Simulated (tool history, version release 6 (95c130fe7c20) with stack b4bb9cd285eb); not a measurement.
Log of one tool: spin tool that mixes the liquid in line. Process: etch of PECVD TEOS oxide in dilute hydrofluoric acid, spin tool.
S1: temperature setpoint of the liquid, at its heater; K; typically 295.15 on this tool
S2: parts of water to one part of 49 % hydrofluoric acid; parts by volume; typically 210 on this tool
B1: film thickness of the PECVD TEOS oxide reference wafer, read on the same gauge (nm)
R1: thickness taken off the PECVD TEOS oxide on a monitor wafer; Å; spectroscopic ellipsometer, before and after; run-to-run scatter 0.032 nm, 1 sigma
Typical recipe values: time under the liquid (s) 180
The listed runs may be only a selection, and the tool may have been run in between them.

{"run": 1, "day": 0.0, "S1": 295.15, "S2": 155, "time under the liquid (s)": 180, "B1": 89.98, "R1": 85.0}
{"run": 2, "day": 2.233, "S1": 296.15, "S2": 210, "time under the liquid (s)": 180, "B1": 89.97, "R1": 62.5}
{"run": 3, "day": 5.038, "S1": 295.15, "S2": 210, "time under the liquid (s)": 180, "B1": 89.99, "R1": 60.9}
{"run": 4, "day": 9.5, "S1": 295.15, "S2": 160, "time under the liquid (s)": 180, "B1": 90.0, "R1": 84.1}
{"run": 5, "day": 12.242, "S1": 295.15, "S2": 160, "time under the liquid (s)": 180, "B1": 89.98, "R1": 84.3}
{"run": 6, "day": 14.362, "S1": 295.15, "S2": 235, "time under the liquid (s)": 180, "B1": 89.97, "R1": 53.4}
{"run": 7, "day": 17.271, "S1": 295.15, "S2": 235, "time under the liquid (s)": 180, "B1": 89.99, "R1": 54.1}
{"run": 8, "day": 19.471, "S1": 295.15, "S2": 235, "time under the liquid (s)": 180, "B1": 90.01, "R1": 54.5}
{"run": 9, "day": 20.483, "S1": 295.15, "S2": 210, "time under the liquid (s)": 265, "B1": 89.99, "R1": 92.2}
{"day": 22.738, "done": "hydrofluoric acid flow meter replaced"}
{"run": 10, "day": 22.758, "S1": 298.15, "S2": 210, "time under the liquid (s)": 205, "B1": 89.99, "R1": 79.4}
{"day": 23.233, "done": "thermometer replaced"}
{"run": 11, "day": 24.475, "S1": 298.15, "S2": 210, "time under the liquid (s)": 205, "B1": 89.99, "R1": 83.1}
{"run": 12, "day": 26.092, "S1": 293.65, "S2": 210, "time under the liquid (s)": 270, "B1": 90.02, "R1": 93.7}
{"run": 13, "day": 27.154, "S1": 293.65, "S2": 210, "time under the liquid (s)": 270, "B1": 89.99, "R1": 94.0}
{"run": 14, "day": 28.596, "S1": 295.15, "S2": 210, "time under the liquid (s)": 205, "B1": 90.01, "R1": 75.4}
{"run": 15, "day": 30.983, "S1": 292.65, "S2": 210, "time under the liquid (s)": 180, "B1": 89.99, "R1": 60.8}
{"run": 16, "day": 33.329, "S1": 295.15, "S2": 165, "time under the liquid (s)": 180, "B1": 90.02, "R1": 89.7}
{"run": 17, "day": 34.462, "S1": 295.15, "S2": 210, "time under the liquid (s)": 180, "B1": 89.98, "R1": 67.1}
{"day": 35.571, "done": "thermometer replaced, repeated, since the last time left the tool worse"}
{"run": 18, "day": 36.217, "S1": 295.15, "S2": 150, "time under the liquid (s)": 120, "B1": 90.01, "R1": 59.5}
{"run": 19, "day": 37.888, "S1": 295.15, "S2": 265, "time under the liquid (s)": 85, "B1": 90.0, "R1": 21.1}
{"run": 20, "day": 39.558, "S1": 293.65, "S2": 255, "time under the liquid (s)": 145, "B1": 90.01, "R1": 36.1}
{"run": 21, "day": 41.075, "S1": 295.15, "S2": 210, "time under the liquid (s)": 180, "B1": 89.96, "R1": 60.7}
{"run": 22, "day": 42.758, "S1": 295.15, "S2": 210, "time under the liquid (s)": 180, "B1": 90.02, "R1": 60.8}
{"day": 44.196, "done": "gauge calibrated"}
{"run": 23, "day": 44.767, "S1": 295.15, "S2": 175, "time under the liquid (s)": 250, "B1": 89.99, "R1": 106.4}
{"run": 24, "day": 47.575, "S1": 291.65, "S2": 145, "time under the liquid (s)": 275, "B1": 89.99, "R1": 128.7}
{"run": 25, "day": 50.367, "S1": 295.15, "S2": 130, "time under the liquid (s)": 125, "B1": 89.96, "R1": 76.0}
{"run": 26, "day": 52.121, "S1": 298.15, "S2": 210, "time under the liquid (s)": 180, "B1": 90.01, "R1": 68.8}
{"run": 27, "day": 53.8, "S1": 295.15, "S2": 210, "time under the liquid (s)": 180, "B1": 90.03, "R1": 62.5}
{"run": 28, "day": 56.071, "S1": 293.65, "S2": 295, "time under the liquid (s)": 100, "B1": 90.01, "R1": 21.6}
{"run": 29, "day": 58.633, "S1": 300.15, "S2": 270, "time under the liquid (s)": 280, "B1": 90.04, "R1": 84.6}
{"day": 60.517, "done": "thermometer replaced"}
{"run": 30, "day": 60.538, "S1": 295.15, "S2": 165, "time under the liquid (s)": 180, "B1": 90.02, "R1": 79.7}
{"day": 62.829, "done": "hydrofluoric acid flow meter replaced"}
{"run": 31, "day": 63.112, "S1": 295.15, "S2": 210, "time under the liquid (s)": 265, "B1": 89.99, "R1": 88.7}
{"run": 32, "day": 64.45, "S1": 292.15, "S2": 120, "time under the liquid (s)": 180, "B1": 90.02, "R1": 102.4}
{"run": 33, "day": 66.025, "S1": 290.15, "S2": 210, "time under the liquid (s)": 70, "B1": 89.97, "R1": 19.4}
{"run": 34, "day": 68.9, "S1": 296.65, "S2": 140, "time under the liquid (s)": 85, "B1": 90.01, "R1": 49.3}

What was the tool's hidden state at every run in the log?
hydrofluoric acid flow above the setpoint (%): 0 on each run
gauge reads high (%): 0 on each run
H1: liquid hotter than its thermometer reads (K)
run=1 H1=0.262
run=2 H1=0.382
run=3 H1=0.531
run=4 H1=0.769
run=5 H1=0.915
run=6 H1=1.03
run=7 H1=1.18
run=8 H1=1.3
run=9 H1=1.35
run=10 H1=1.48
run=11 H1=2.67
run=12 H1=2.76
run=13 H1=2.82
run=14 H1=2.89
run=15 H1=3.02
run=16 H1=3.15
run=17 H1=3.21
run=18 H1=0.281
run=19 H1=0.37
run=20 H1=0.459
run=21 H1=0.54
run=22 H1=0.63
run=23 H1=0.737
run=24 H1=0.887
run=25 H1=1.04
run=26 H1=1.13
run=27 H1=1.22
run=28 H1=1.34
run=29 H1=1.48
run=30 H1=0.0723
run=31 H1=0.21
run=32 H1=0.281
run=33 H1=0.365
run=34 H1=0.518
